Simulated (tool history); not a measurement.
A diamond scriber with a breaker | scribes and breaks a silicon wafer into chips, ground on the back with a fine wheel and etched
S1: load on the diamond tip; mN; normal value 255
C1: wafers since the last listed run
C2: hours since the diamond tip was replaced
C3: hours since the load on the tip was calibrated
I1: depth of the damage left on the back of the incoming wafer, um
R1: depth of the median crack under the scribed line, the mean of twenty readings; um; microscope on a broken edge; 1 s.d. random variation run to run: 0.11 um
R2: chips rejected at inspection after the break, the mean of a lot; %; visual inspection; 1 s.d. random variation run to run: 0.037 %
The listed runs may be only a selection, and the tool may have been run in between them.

| run | hour | S1 | C1 | C2 | C3 | I1 | R1 | R2 |
|---|---|---|---|---|---|---|---|---|
| 1 | 0 | 255 | 0 | 616.2 | 291.1 | 0.51 | 10.56 | 0.96 |
| 2 | 37 | 255 | 74 | 653.2 | 328.1 | 0.64 | 10.64 | 0.92 |
| 3 | 105.6 | 255 | 138 | 721.8 | 396.7 | 0.6 | 10.49 | 1.08 |
| 4 | 203.3 | 301 | 197 | 819.5 | 494.4 | 0.43 | 11.06 | 0.46 |
| 5 | 305.1 | 301 | 206 | 921.3 | 596.2 | 0.54 | 11.12 | 0.49 |
| 6 | 367.6 | 255 | 126 | 983.8 | 658.7 | 0.51 | 10.34 | 1.5 |
| 7 | 459.7 | 255 | 186 | 1075.9 | 750.8 | 0.78 | 10.3 | 1.57 |
| 8 | 531.5 | 255 | 145 | 1147.7 | 822.6 | 0.41 | 10.22 | 1.4 |
|  | 545.2 | load on the tip recalibrated |
|  | 597.7 | diamond tip replaced by a new one |
| 9 | 635.8 | 305 | 202 | 38.1 | 90.6 | 0.43 | 12.25 | 1.18 |
| 10 | 722 | 212 | 174 | 124.3 | 176.8 | 0.66 | 10.27 | 1.8 |
| 11 | 763.4 | 291 | 83 | 165.7 | 218.2 | 0.67 | 11.64 | 0.65 |
| 12 | 854 | 283 | 183 | 256.3 | 308.8 | 0.48 | 11.35 | 0.5 |
| 13 | 894.3 | 287 | 81 | 296.6 | 349.1 | 0.36 | 11.39 | 0.46 |
| 14 | 962.8 | 190 | 138 | 365.1 | 417.6 | 0.49 | 9.48 | 4.6 |
| 15 | 1021.1 | 255 | 117 | 423.4 | 475.9 | 0.6 | 10.73 | 0.88 |
| 16 | 1059.2 | 204 | 77 | 461.5 | 514 | 0.34 | 9.58 | 3.99 |
| 17 | 1150.3 | 297 | 184 | 552.6 | 605.1 | 0.54 | 11.25 | 0.54 |

Each row is a separate what-if for the run after 17, all from the same tool condition, not one after another. Results?
| A | 1150.9 | 295 | 1 | 553.2 | 605.7 | 0.69 | ? | ? |
| B | 1150.9 | 230 | 1 | 553.2 | 605.7 | 0.69 | ? | ? |
| C | 1150.9 | 202 | 1 | 553.2 | 605.7 | 0.69 | ? | ? |
| D | 1150.9 | 185 | 1 | 553.2 | 605.7 | 0.69 | ? | ? |

| run | R1 | R2 |
|---|---|---|
| A | 11.35 | 0.48 |
| B | 10.14 | 1.9 |
| C | 9.6 | 3.69 |
| D | 9.26 | 5.21 |
Had the tool no hidden state, the same runs would have come out as:
| run | R1 | R2 |
|---|---|---|
| A | 12.08 | 1.02 |
| B | 10.79 | 0.73 |
| C | 10.22 | 1.71 |
| D | 9.86 | 2.73 |
